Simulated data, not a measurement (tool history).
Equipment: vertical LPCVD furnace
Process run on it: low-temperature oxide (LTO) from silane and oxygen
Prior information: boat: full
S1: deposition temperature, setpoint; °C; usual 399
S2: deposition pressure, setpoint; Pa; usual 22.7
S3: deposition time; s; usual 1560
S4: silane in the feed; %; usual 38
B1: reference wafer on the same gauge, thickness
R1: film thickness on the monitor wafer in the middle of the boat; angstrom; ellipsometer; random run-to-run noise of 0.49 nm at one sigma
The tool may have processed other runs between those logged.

| run | hour | S1 | S2 | S3 | S4 | B1 | R1 |
|---|---|---|---|---|---|---|---|
| 1 | 0 | 399 | 22.7 | 1560 | 38 | 179.02 | 1816.6 |
| 2 | 16.1 | 399 | 24 | 1770 | 38 | 178.92 | 2197.7 |
| 3 | 26 | 399 | 24 | 1770 | 38 | 178.99 | 2179.9 |
| 4 | 42.6 | 399 | 24 | 1770 | 38 | 178.93 | 2185.1 |
| 5 | 55.7 | 399 | 22.7 | 1560 | 38 | 178.98 | 1823 |
| 6 | 69.6 | 399 | 22.7 | 1560 | 38 | 178.95 | 1816 |
| 7 | 88.7 | 399 | 22.7 | 1560 | 38 | 179 | 1810.5 |
| 8 | 107.8 | 399 | 22.7 | 1560 | 38 | 179 | 1812 |
| 9 | 115.4 | 399 | 22.7 | 1560 | 38 | 179.05 | 1806.2 |
|  | 150.5 | pressure gauge zeroed |
| 10 | 151 | 399 | 22.7 | 1560 | 38 | 179.01 | 1884.5 |
| 11 | 155.9 | 399 | 22.7 | 1560 | 38 | 178.98 | 1882.7 |
| 12 | 160.8 | 399 | 22.7 | 1560 | 38 | 179.02 | 1878.9 |
| 13 | 165.7 | 399 | 20.7 | 1770 | 38 | 179.05 | 1940.7 |
| 14 | 183.1 | 399 | 22.7 | 1560 | 38 | 179 | 1889.9 |
| 15 | 192.1 | 399 | 22.7 | 1560 | 38 | 179.13 | 1879.6 |
| 16 | 203.5 | 399 | 22.7 | 1560 | 38 | 179.03 | 1887.3 |
| 17 | 210.8 | 399 | 18 | 1560 | 32 | 179.11 | 1191.2 |
|  | 248.2 | thermocouples replaced and temperature profile calibrated |
|  | 252.2 | silane flow controller replaced |
| 18 | 252.7 | 391 | 22.7 | 1560 | 38 | 178.93 | 1718.8 |
| 19 | 257.6 | 399 | 22.7 | 1770 | 38 | 178.98 | 2142.2 |
| 20 | 262.5 | 411 | 25.3 | 1350 | 35 | 179.05 | 1869.2 |
| 21 | 270.6 | 399 | 22.7 | 1560 | 38 | 178.82 | 1881.2 |
|  | 279.7 | gauge calibrated |
| 22 | 286.5 | 399 | 22.7 | 1560 | 38 | 179.07 | 1874.3 |
| 23 | 293.7 | 388 | 19.3 | 1950 | 45 | 178.97 | 2167.4 |
| 24 | 310.8 | 399 | 22.7 | 1140 | 38 | 178.87 | 1372 |
| 25 | 327.4 | 399 | 22.7 | 1560 | 38 | 179.01 | 1881.3 |
| 26 | 346.5 | 399 | 20 | 1560 | 38 | 179.1 | 1660.8 |
| 27 | 365.1 | 399 | 22.7 | 1560 | 38 | 178.99 | 1877.1 |
| 28 | 381.1 | 399 | 18.7 | 960 | 38 | 179.14 | 956.3 |
| 29 | 400.9 | 399 | 18.7 | 1560 | 42 | 178.89 | 1744.8 |
| 30 | 416.8 | 409 | 18.7 | 2100 | 33 | 178.98 | 1941.3 |
| 31 | 473.5 | 392 | 25.3 | 1560 | 42 | 179 | 2192.7 |

4 options for the next run, each taken on its own from the tool as it stands now. Forecast them:
| A | 478.5 | 410 | 22.7 | 1560 | 38 | ? | ? |
| B | 478.5 | 399 | 18.7 | 1860 | 38 | ? | ? |
| C | 478.5 | 388 | 20 | 1350 | 45 | ? | ? |
| D | 478.5 | 393 | 20 | 1560 | 38 | ? | ? |

| run | B1 | R1 |
|---|---|---|
| A | 178.74 | 2132.6 |
| B | 178.74 | 1854.3 |
| C | 178.74 | 1553.5 |
| D | 178.74 | 1556.6 |
With no hidden state in the tool, these same runs would have given:
| run | R1 |
|---|---|
| A | 2138 |
| B | 1860 |
| C | 1558 |
| D | 1561.1 |
